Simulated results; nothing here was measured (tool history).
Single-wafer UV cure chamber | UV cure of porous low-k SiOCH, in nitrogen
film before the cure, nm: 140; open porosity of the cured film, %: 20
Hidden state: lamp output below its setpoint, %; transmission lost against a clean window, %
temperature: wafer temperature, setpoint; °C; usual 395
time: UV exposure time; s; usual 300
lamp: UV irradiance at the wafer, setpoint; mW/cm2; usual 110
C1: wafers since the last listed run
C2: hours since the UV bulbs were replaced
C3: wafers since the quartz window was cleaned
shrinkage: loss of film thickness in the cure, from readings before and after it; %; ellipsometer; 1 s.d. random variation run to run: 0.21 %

Run 1, day 0.000: usual settings but time 265 s; C1 0; C2 1229.2; C3 236. Result: shrinkage 12.009 %.
Run 2, day 0.508: usual settings but time 265 s; C1 64; C2 1241.4; C3 301. Result: shrinkage 11.991 %.
Run 3, day 1.688: usual settings but time 265 s; C1 149; C2 1269.7; C3 450. Result: shrinkage 12.058 %.
Run 4, day 2.675: usual settings; C1 125; C2 1293.4; C3 576. Result: shrinkage 12.215 %.
Run 5, day 4.104: usual settings; C1 181; C2 1327.7; C3 757. Result: shrinkage 12.058 %.
Run 6, day 4.942: usual settings; C1 106; C2 1347.8; C3 863. Result: shrinkage 12.022 %.
Run 7, day 5.962: usual settings but lamp 89 mW/cm2; C1 129; C2 1372.3; C3 993. Result: shrinkage 11.120 %.
Run 8, day 6.621: usual settings but lamp 88 mW/cm2; C1 83; C2 1388.1; C3 1077. Result: shrinkage 10.797 %.
Run 9, day 7.721: usual settings but lamp 88 mW/cm2; C1 139; C2 1414.5; C3 1216. Result: shrinkage 10.787 %.
At day 8.771: quartz window cleaned.
Run 10, day 8.792: usual settings but lamp 88 mW/cm2; C1 93; C2 1440.2; C3 2. Result: shrinkage 11.582 %.
Run 11, day 9.496: usual settings but temperature 380 °C; C1 89; C2 1457.1; C3 91. Result: shrinkage 12.449 %.
Run 12, day 10.946: usual settings but temperature 380 °C; C1 184; C2 1491.9; C3 275. Result: shrinkage 11.638 %.
Run 13, day 14.358: usual settings; C1 433; C2 1573.8; C3 709. Result: shrinkage 11.937 %.
Run 14, day 16.838: usual settings; C1 314; C2 1633.3; C3 1023. Result: shrinkage 11.507 %.
Run 15, day 17.388: usual settings but time 360 s; C1 69; C2 1646.5; C3 1093. Result: shrinkage 12.232 %.
Run 16, day 18.721: usual settings but time 360 s; C1 169; C2 1678.5; C3 1263. Result: shrinkage 12.262 %.
Run 17, day 19.933: usual settings; C1 153; C2 1707.6; C3 1416. Result: shrinkage 11.324 %.
Run 18, day 20.883: usual settings but temperature 383 °C, lamp 141 mW/cm2; C1 120; C2 1730.4; C3 1537. Result: shrinkage 12.012 %.
At day 21.512: quartz window cleaned.
Run 19, day 23.917: usual settings but temperature 409 °C, lamp 132 mW/cm2; C1 342; C2 1803.2; C3 305. Result: shrinkage 13.132 %.
Run 20, day 27.088: usual settings but temperature 389 °C; C1 402; C2 1879.3; C3 707. Result: shrinkage 11.322 %.
Run 21, day 27.950: usual settings but time 385 s, lamp 140 mW/cm2; C1 109; C2 1900.0; C3 817. Result: shrinkage 13.837 %.
Run 22, day 28.871: usual settings but temperature 413 °C, lamp 144 mW/cm2; C1 116; C2 1922.1; C3 934. Result: shrinkage 12.869 %.
Run 23, day 30.150: usual settings; C1 162; C2 1952.8; C3 1096. Result: shrinkage 11.422 %.
Run 24, day 30.938: usual settings; C1 99; C2 1971.7; C3 1196. Result: shrinkage 11.187 %.
At day 31.725: quartz window cleaned.
At day 31.954: UV bulbs replaced.
Run 25, day 32.425: usual settings; C1 117; C2 11.3; C3 59. Result: shrinkage 14.175 %.
Run 26, day 33.325: usual settings but time 405 s; C1 114; C2 32.9; C3 174. Result: shrinkage 15.513 %.
Run 27, day 34.704: usual settings but temperature 413 °C, lamp 121 mW/cm2; C1 175; C2 66.0; C3 349. Result: shrinkage 14.535 %.
Run 28, day 36.150: usual settings but temperature 386 °C; C1 183; C2 100.7; C3 532. Result: shrinkage 13.038 %.
Run 29, day 39.658: usual settings; C1 445; C2 184.9; C3 978. Result: shrinkage 13.415 %.
Run 30, day 40.633: usual settings; C1 123; C2 208.3; C3 1102. Result: shrinkage 13.227 %.
Run 31, day 41.529: usual settings but time 165 s; C1 113; C2 229.8; C3 1215. Result: shrinkage 10.340 %.
Run 32, day 42.483: usual settings but temperature 383 °C, time 195 s, lamp 86 mW/cm2; C1 121; C2 252.7; C3 1336. Result: shrinkage 9.558 %.
Run 33, day 43.746: usual settings but time 240 s, lamp 91 mW/cm2; C1 160; C2 283.0; C3 1497. Result: shrinkage 11.232 %.

Measured result minus the same run's result without the hidden state. Both carry the same run-to-run variation, though not necessarily the same gauge scatter:
run  shrinkage
  1     -1.928
  2     -2.041
  3     -2.286
  4     -2.392
  5     -2.550
  6     -2.635
  7     -2.698
  8     -2.684
  9     -2.765
 10     -1.794
 11     -2.062
 12     -2.297
 13     -2.915
 14     -3.080
 15     -3.143
 16     -3.258
 17     -3.268
 18     -3.318
 19     -3.034
 20     -3.412
 21     -3.671
 22     -3.693
 23     -3.778
 24     -3.772
 25     -0.437
 26     -0.662
 27     -0.920
 28     -1.088
 29     -1.462
 30     -1.509
 31     -1.457
 32     -1.452
 33     -1.606
